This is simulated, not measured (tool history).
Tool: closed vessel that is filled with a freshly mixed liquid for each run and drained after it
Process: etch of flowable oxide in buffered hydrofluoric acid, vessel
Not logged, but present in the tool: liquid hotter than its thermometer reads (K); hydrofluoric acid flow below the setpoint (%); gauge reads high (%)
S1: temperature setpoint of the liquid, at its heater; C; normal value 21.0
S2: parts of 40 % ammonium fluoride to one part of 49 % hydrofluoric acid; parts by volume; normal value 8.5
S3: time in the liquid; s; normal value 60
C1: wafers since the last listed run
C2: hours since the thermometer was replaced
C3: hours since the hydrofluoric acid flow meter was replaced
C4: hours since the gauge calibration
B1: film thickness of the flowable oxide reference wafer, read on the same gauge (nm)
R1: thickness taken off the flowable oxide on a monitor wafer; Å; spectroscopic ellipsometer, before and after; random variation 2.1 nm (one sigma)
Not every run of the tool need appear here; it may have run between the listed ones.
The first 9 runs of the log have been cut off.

run 10 hour=118.0 | S1=21.0 S2=8.5 S3=60 | C1=1197 C2=830.8 C3=838.9 C4=478.8 | B1=39.99 | R1=2688.1
run 11 hour=130.7 | S1=21.0 S2=8.5 S3=60 | C1=1063 C2=843.5 C3=851.6 C4=491.5 | B1=40.04 | R1=2684.1
-- hour=168.2 hydrofluoric acid flow meter replaced
run 12 hour=173.3 | S1=21.0 S2=8.5 S3=60 | C1=3482 C2=886.1 C3=5.1 C4=534.1 | B1=40.02 | R1=2800.3
run 13 hour=180.8 | S1=21.0 S2=8.5 S3=60 | C1=627 C2=893.6 C3=12.6 C4=541.6 | B1=39.98 | R1=2817.3
-- hour=195.1 thermometer replaced
run 14 hour=197.5 | S1=21.0 S2=8.5 S3=60 | C1=1314 C2=2.4 C3=29.3 C4=558.3 | B1=39.99 | R1=2809.9
-- hour=241.0 gauge calibrated
run 15 hour=243.3 | S1=23.5 S2=6.0 S3=85 | C1=3834 C2=48.2 C3=75.1 C4=2.3 | B1=39.98 | R1=6523.5
run 16 hour=255.8 | S1=21.0 S2=8.5 S3=70 | C1=1046 C2=60.7 C3=87.6 C4=14.8 | B1=39.96 | R1=3210.4
run 17 hour=264.5 | S1=23.5 S2=8.5 S3=30 | C1=728 C2=69.4 C3=96.3 C4=23.5 | B1=39.98 | R1=1605.5
run 18 hour=273.0 | S1=21.0 S2=11.5 S3=60 | C1=711 C2=77.9 C3=104.8 C4=32.0 | B1=40.01 | R1=2123.4
run 19 hour=285.2 | S1=21.0 S2=8.5 S3=90 | C1=1021 C2=90.1 C3=117.0 C4=44.2 | B1=40.00 | R1=4243.5
run 20 hour=300.8 | S1=24.0 S2=5.5 S3=30 | C1=1306 C2=105.7 C3=132.6 C4=59.8 | B1=39.99 | R1=2497.7
run 21 hour=347.8 | S1=21.0 S2=8.5 S3=60 | C1=3934 C2=152.7 C3=179.6 C4=106.8 | B1=39.96 | R1=2784.3
run 22 hour=354.0 | S1=21.0 S2=8.5 S3=45 | C1=519 C2=158.9 C3=185.8 C4=113.0 | B1=40.01 | R1=2113.3
run 23 hour=363.8 | S1=17.0 S2=6.0 S3=60 | C1=820 C2=168.7 C3=195.6 C4=122.8 | B1=40.02 | R1=3105.3
run 24 hour=417.7 | S1=24.5 S2=8.5 S3=30 | C1=4512 C2=222.6 C3=249.5 C4=176.7 | B1=39.97 | R1=1690.2
run 25 hour=424.6 | S1=21.0 S2=12.0 S3=80 | C1=577 C2=229.5 C3=256.4 C4=183.6 | B1=39.97 | R1=2721.1
run 26 hour=438.6 | S1=21.0 S2=8.5 S3=60 | C1=1172 C2=243.5 C3=270.4 C4=197.6 | B1=40.01 | R1=2741.4
run 27 hour=453.0 | S1=21.0 S2=8.5 S3=30 | C1=1205 C2=257.9 C3=284.8 C4=212.0 | B1=40.01 | R1=1371.6
run 28 hour=463.2 | S1=21.0 S2=6.5 S3=90 | C1=853 C2=268.1 C3=295.0 C4=222.2 | B1=40.01 | R1=5513.2
run 29 hour=475.8 | S1=21.0 S2=8.5 S3=60 | C1=1054 C2=280.7 C3=307.6 C4=234.8 | B1=39.96 | R1=2756.2
run 30 hour=490.5 | S1=21.0 S2=12.0 S3=60 | C1=1230 C2=295.4 C3=322.3 C4=249.5 | B1=40.00 | R1=2010.2
run 31 hour=497.2 | S1=25.0 S2=11.0 S3=60 | C1=560 C2=302.1 C3=329.0 C4=256.2 | B1=40.00 | R1=2765.9
run 32 hour=507.8 | S1=23.5 S2=10.0 S3=60 | C1=887 C2=312.7 C3=339.6 C4=266.8 | B1=40.02 | R1=2789.6
run 33 hour=540.8 | S1=21.0 S2=8.5 S3=60 | C1=2762 C2=345.7 C3=372.6 C4=299.8 | B1=39.99 | R1=2775.2

Here are 4 independent what-if runs from the current tool condition. What would each one return?
run A hour=541.5 | S1=21.0 S2=9.5 S3=60 | C1=58 C2=346.4 C3=373.3 C4=300.5 | B1=? | R1=?
run B hour=541.5 | S1=21.0 S2=6.0 S3=30 | C1=58 C2=346.4 C3=373.3 C4=300.5 | B1=? | R1=?
run C hour=541.5 | S1=21.0 S2=9.5 S3=45 | C1=58 C2=346.4 C3=373.3 C4=300.5 | B1=? | R1=?
run D hour=541.5 | S1=17.0 S2=8.5 S3=90 | C1=58 C2=346.4 C3=373.3 C4=300.5 | B1=? | R1=?

run=A B1=40.01 R1=2523.9
run=B B1=40.01 R1=1945.1
run=C B1=40.01 R1=1892.9
run=D B1=40.01 R1=3281.0
With no hidden state in the tool, these same runs would have given:
run=A R1=2572.6
run=B R1=1996.9
run=C R1=1929.5
run=D R1=3391.1
